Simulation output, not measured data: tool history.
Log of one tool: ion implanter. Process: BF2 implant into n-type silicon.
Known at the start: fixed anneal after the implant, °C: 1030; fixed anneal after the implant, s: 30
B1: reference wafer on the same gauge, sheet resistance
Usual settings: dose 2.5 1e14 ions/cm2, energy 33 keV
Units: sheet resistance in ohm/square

Run 1, day 0: usual settings but energy 41 keV; B1 404.76. Result: sheet resistance 427.64 ohm/square.
Run 2, day 0.425: usual settings but energy 41 keV; B1 405. Result: sheet resistance 429.02 ohm/square.
Run 3, day 0.833: usual settings but energy 41 keV; B1 405.1. Result: sheet resistance 427.54 ohm/square.
Run 4, day 1.446: usual settings but dose 2.9 1e14 ions/cm2, energy 40.5 keV; B1 405. Result: sheet resistance 379.5 ohm/square.
At day 1.521: gauge calibrated.
Run 5, day 2.008: usual settings but dose 2.9 1e14 ions/cm2, energy 40.5 keV; B1 405.03. Result: sheet resistance 377.13 ohm/square.
Run 6, day 2.704: usual settings but dose 2.9 1e14 ions/cm2, energy 40.5 keV; B1 405.15. Result: sheet resistance 376.82 ohm/square.
Run 7, day 3.167: usual settings but dose 2.03 1e14 ions/cm2; B1 405.08. Result: sheet resistance 521.08 ohm/square.
Run 8, day 3.433: usual settings but dose 2.03 1e14 ions/cm2; B1 404.76. Result: sheet resistance 521.64 ohm/square.
Run 9, day 4.046: usual settings; B1 405.17. Result: sheet resistance 436.61 ohm/square.
Run 10, day 4.45: usual settings; B1 405.25. Result: sheet resistance 437.38 ohm/square.
At day 5.067: Faraday cup replaced and dose calibrated.
Run 11, day 5.088: usual settings; B1 405.09. Result: sheet resistance 421.97 ohm/square.
Run 12, day 5.342: usual settings but dose 2.82 1e14 ions/cm2; B1 404.98. Result: sheet resistance 381.76 ohm/square.
At day 5.962: extraction supply calibrated.
Run 13, day 6.079: usual settings but energy 42 keV; B1 405.26. Result: sheet resistance 412.32 ohm/square.
Run 14, day 6.471: usual settings; B1 405.34. Result: sheet resistance 423.06 ohm/square.
Run 15, day 7.217: usual settings but dose 2.28 1e14 ions/cm2, energy 24.5 keV; B1 405.23. Result: sheet resistance 472.02 ohm/square.
Run 16, day 7.562: usual settings but dose 2.71 1e14 ions/cm2, energy 43.5 keV; B1 405.1. Result: sheet resistance 386.17 ohm/square.
Run 17, day 7.954: usual settings but dose 2.97 1e14 ions/cm2; B1 404.74. Result: sheet resistance 367.6 ohm/square.
Run 18, day 8.504: usual settings but dose 2.26 1e14 ions/cm2, energy 43.5 keV; B1 405.2. Result: sheet resistance 448.63 ohm/square.
Run 19, day 9.058: usual settings but dose 1.95 1e14 ions/cm2; B1 404.89. Result: sheet resistance 523.58 ohm/square.
At day 9.196: gauge calibrated.
Run 20, day 9.588: usual settings but energy 41 keV; B1 405.27. Result: sheet resistance 416.12 ohm/square.
Run 21, day 10.012: usual settings but energy 38.5 keV; B1 405.1. Result: sheet resistance 420.89 ohm/square.
Run 22, day 10.533: usual settings but energy 24.5 keV; B1 404.84. Result: sheet resistance 440.22 ohm/square.
Run 23, day 10.9: usual settings but dose 3.04 1e14 ions/cm2, energy 28 keV; B1 405.08. Result: sheet resistance 367.63 ohm/square.
Run 24, day 11.404: usual settings but dose 1.95 1e14 ions/cm2; B1 405. Result: sheet resistance 528.97 ohm/square.
Run 25, day 11.762: usual settings but dose 2.84 1e14 ions/cm2, energy 43.5 keV; B1 404.73. Result: sheet resistance 373.34 ohm/square.
Run 26, day 12.229: usual settings but dose 3.13 1e14 ions/cm2; B1 404.97. Result: sheet resistance 354.9 ohm/square.

5 ways to go on from here, each from the tool as it stands after run 26. What would each give?
Run A, day 12.246: usual settings but dose 3.05 1e14 ions/cm2; B1 ?. Result: sheet resistance ?.
Run B, day 12.246: usual settings but dose 3.02 1e14 ions/cm2, energy 24 keV; B1 ?. Result: sheet resistance ?.
Run C, day 12.246: usual settings but dose 2.85 1e14 ions/cm2, energy 28.5 keV; B1 ?. Result: sheet resistance ?.
Run D, day 12.246: usual settings but dose 2.22 1e14 ions/cm2, energy 23 keV; B1 ?. Result: sheet resistance ?.
Run E, day 12.246: usual settings but dose 3.2 1e14 ions/cm2, energy 26.5 keV; B1 ?. Result: sheet resistance ?.

run      B1  sheet resistance
  A  405.17            362.32
  B  405.17            376.03
  C  405.17               389
  D  405.17             490.6
  E  405.17             354.8
Without the tool's hidden state the same runs would have given:
run  sheet resistance
  A            355.23
  B            368.61
  C            381.37
  D            480.95
  E             347.8
